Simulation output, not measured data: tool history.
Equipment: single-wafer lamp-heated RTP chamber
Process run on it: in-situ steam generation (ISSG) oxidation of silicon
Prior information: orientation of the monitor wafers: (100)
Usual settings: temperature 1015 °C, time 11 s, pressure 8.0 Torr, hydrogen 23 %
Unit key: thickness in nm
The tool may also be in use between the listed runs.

run	hour	temperature	time	pressure	hydrogen	read-back reference wafer on the same gauge, thickness	thickness
1	0.0	1015	11	8.0	23	3.972	4.876
2	98.9	1015	11	8.0	23	3.971	4.882
3	126.8	1015	11	8.0	23	3.973	4.888
4	147.8	1015	11	8.0	20	3.969	4.708
5	171.2	1015	11	8.0	20	3.971	4.711
6	195.1	1015	11	8.0	29	3.970	5.206
# hour 216.9: pressure gauge zeroed
7	217.4	1015	11	8.0	27	3.968	5.120
8	247.4	1015	11	8.0	27	3.969	5.123
9	270.9	1015	11	7.3	23	3.973	4.889
# hour 280.0: gauge calibrated
10	300.4	1027	15	7.1	28	3.969	6.243
11	324.5	1015	11	8.0	19	3.972	4.677
12	383.9	1015	9	8.0	23	3.970	4.491
13	414.1	1015	11	7.1	17	3.971	4.529
14	431.0	1034	11	6.9	23	3.970	5.295
# hour 443.1: hydrogen flow controller replaced
15	461.2	1027	15	7.1	28	3.969	6.292
16	497.2	1026	7	7.4	27	3.971	4.403
17	523.2	1015	11	8.0	23	3.970	4.935
18	556.4	1015	11	8.0	23	3.969	4.934
# hour 568.5: pyrometer window cleaned and pyrometer calibrated
19	582.0	1015	7	8.0	23	3.970	3.999
20	603.7	1034	11	8.0	23	3.970	5.233
21	630.0	1015	11	8.0	32	3.970	5.339
22	656.3	1015	11	8.8	16	3.969	4.429
23	689.1	1015	11	8.0	23	3.971	4.872
24	709.2	1015	11	8.0	16	3.972	4.443
25	738.5	1015	11	8.0	23	3.970	4.884
26	756.0	1027	8	8.0	26	3.972	4.586
27	780.9	1015	8	8.9	23	3.968	4.211
28	797.3	1006	15	6.9	15	3.969	4.841
29	815.3	1015	11	8.0	23	3.970	4.884
30	848.8	1023	14	8.0	32	3.969	6.170

5 options for the next run, each taken on its own from the tool as it stands now. Forecast them:
A	849.2	1015	15	8.0	23	?	?
B	849.2	1032	11	8.0	23	?	?
C	849.2	1007	11	8.0	23	?	?
D	849.2	1026	14	8.8	20	?	?
E	849.2	1015	11	9.4	29	?	?

run	read-back reference wafer on the same gauge, thickness	thickness
A	3.971	5.610
B	3.971	5.220
C	3.971	4.737
D	3.971	5.473
E	3.971	5.089
With no hidden state in the tool, these same runs would have given:
run	thickness
A	5.570
B	5.183
C	4.708
D	5.432
E	5.057
